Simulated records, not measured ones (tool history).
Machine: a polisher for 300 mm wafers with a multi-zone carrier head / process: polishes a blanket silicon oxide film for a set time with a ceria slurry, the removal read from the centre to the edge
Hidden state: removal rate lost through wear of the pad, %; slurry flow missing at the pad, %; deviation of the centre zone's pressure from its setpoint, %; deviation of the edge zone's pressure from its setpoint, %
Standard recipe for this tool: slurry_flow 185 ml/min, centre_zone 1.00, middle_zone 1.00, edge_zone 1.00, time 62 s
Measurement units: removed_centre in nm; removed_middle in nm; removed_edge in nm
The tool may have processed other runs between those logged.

run,hour,slurry_flow,centre_zone,middle_zone,edge_zone,time,wafers since the last listed run,wafers polished on this pad,hours since the slurry nozzle was cleaned,hours since the centre zone pressure was calibrated,hours since the edge zone pressure was calibrated,hours since the carrier head's membrane was replaced,"incoming thickness of the incoming film, nm",removed_centre,removed_middle,removed_edge
1,0.0,185,0.92,1.00,1.08,62,0,841,926.0,1036.0,1196.4,633.4,1920.1,322.2,413.9,453.4
# hour 4.7: centre zone pressure recalibrated
# hour 11.0: worn pad replaced by a new one
# hour 19.1: carrier head's membrane replaced by a new one
2,19.6,185,0.92,1.00,1.08,62,107,45,945.6,14.9,1216.0,0.5,1887.7,381.6,411.1,448.4
3,28.9,185,0.92,1.00,1.08,62,115,161,954.9,24.2,1225.3,9.8,1895.8,371.1,412.3,451.4
4,38.9,185,1.00,1.00,1.00,62,124,285,964.9,34.2,1235.3,19.8,1858.3,403.3,412.7,430.8
5,51.0,185,1.00,1.00,1.00,62,150,436,977.0,46.3,1247.4,31.9,1888.0,410.4,410.3,434.5
6,67.4,185,1.00,1.00,1.00,62,204,640,993.4,62.7,1263.8,48.3,1867.9,407.3,416.2,436.4
7,75.1,235,0.89,1.12,1.05,62,95,736,1001.1,70.4,1271.5,56.0,1881.4,374.6,478.2,448.9
# hour 84.2: slurry nozzle cleaned
8,84.7,185,1.00,1.00,1.00,62,107,843,0.5,80.0,1281.1,65.6,1896.4,425.1,434.6,453.2
# hour 93.1: worn pad replaced by a new one
9,100.5,185,1.00,1.00,1.00,62,147,92,16.3,95.8,1296.9,81.4,1887.3,429.9,438.9,449.8
10,106.7,160,0.95,1.00,1.06,62,77,169,22.5,102.0,1303.1,87.6,1894.6,398.6,432.8,460.8
11,122.3,185,1.00,1.00,1.06,74,194,364,38.1,117.6,1318.7,103.2,1886.3,512.7,520.2,556.5
12,135.4,185,1.00,1.00,1.00,62,163,527,51.2,130.7,1331.8,116.3,1915.6,425.5,437.3,449.7
# hour 146.6: edge zone pressure recalibrated
13,153.2,185,1.08,1.00,1.00,62,196,724,69.0,148.5,6.6,134.1,1879.0,451.3,434.7,450.1
14,160.2,205,1.00,1.00,1.00,80,87,811,76.0,155.5,13.6,141.1,1903.7,545.4,572.6,583.7
15,166.6,185,1.00,1.00,1.11,62,79,891,82.4,161.9,20.0,147.5,1884.2,417.7,439.1,473.1
16,182.8,205,1.00,1.11,0.90,49,201,1092,98.6,178.1,36.2,163.7,1908.0,334.8,372.2,341.0
# hour 188.1: worn pad replaced by a new one
17,196.0,210,1.00,1.00,1.00,76,114,98,111.8,191.3,49.4,176.9,1916.1,518.4,533.3,558.7
18,210.9,185,1.00,1.00,1.03,62,185,283,126.7,206.2,64.3,191.8,1910.2,407.7,431.1,451.0
19,220.4,185,1.00,1.00,1.00,62,118,402,136.2,215.7,73.8,201.3,1888.1,400.3,438.9,446.5
20,232.7,185,1.00,1.00,1.00,62,153,555,148.5,228.0,86.1,213.6,1858.6,410.4,439.9,448.2
21,262.0,245,1.00,1.00,1.00,62,365,920,177.8,257.3,115.4,242.9,1891.4,419.0,438.9,454.9
22,271.6,185,1.00,1.00,1.00,62,119,1039,187.4,266.9,125.0,252.5,1930.0,406.3,429.1,444.6

Hidden state, per run?
removal rate lost through wear of the pad, %: 0 on each run
deviation of the edge zone's pressure from its setpoint, %: 0 on each run
H1: slurry flow missing at the pad, %
H2: deviation of the centre zone's pressure from its setpoint, %
run,H1,H2
1,43.2,-13.3
2,43.3,0.244
3,43.3,-0.0416
4,43.4,-0.341
5,43.5,-0.693
6,43.5,-1.15
7,43.6,-1.36
8,1.72,-1.62
9,3.9,-2.03
10,4.73,-2.18
11,6.73,-2.56
12,8.33,-2.87
13,10.4,-3.27
14,11.2,-3.42
15,11.9,-3.56
16,13.6,-3.9
17,14.9,-4.17
18,16.3,-4.46
19,17.2,-4.63
20,18.3,-4.86
21,20.7,-5.37
22,21.4,-5.53

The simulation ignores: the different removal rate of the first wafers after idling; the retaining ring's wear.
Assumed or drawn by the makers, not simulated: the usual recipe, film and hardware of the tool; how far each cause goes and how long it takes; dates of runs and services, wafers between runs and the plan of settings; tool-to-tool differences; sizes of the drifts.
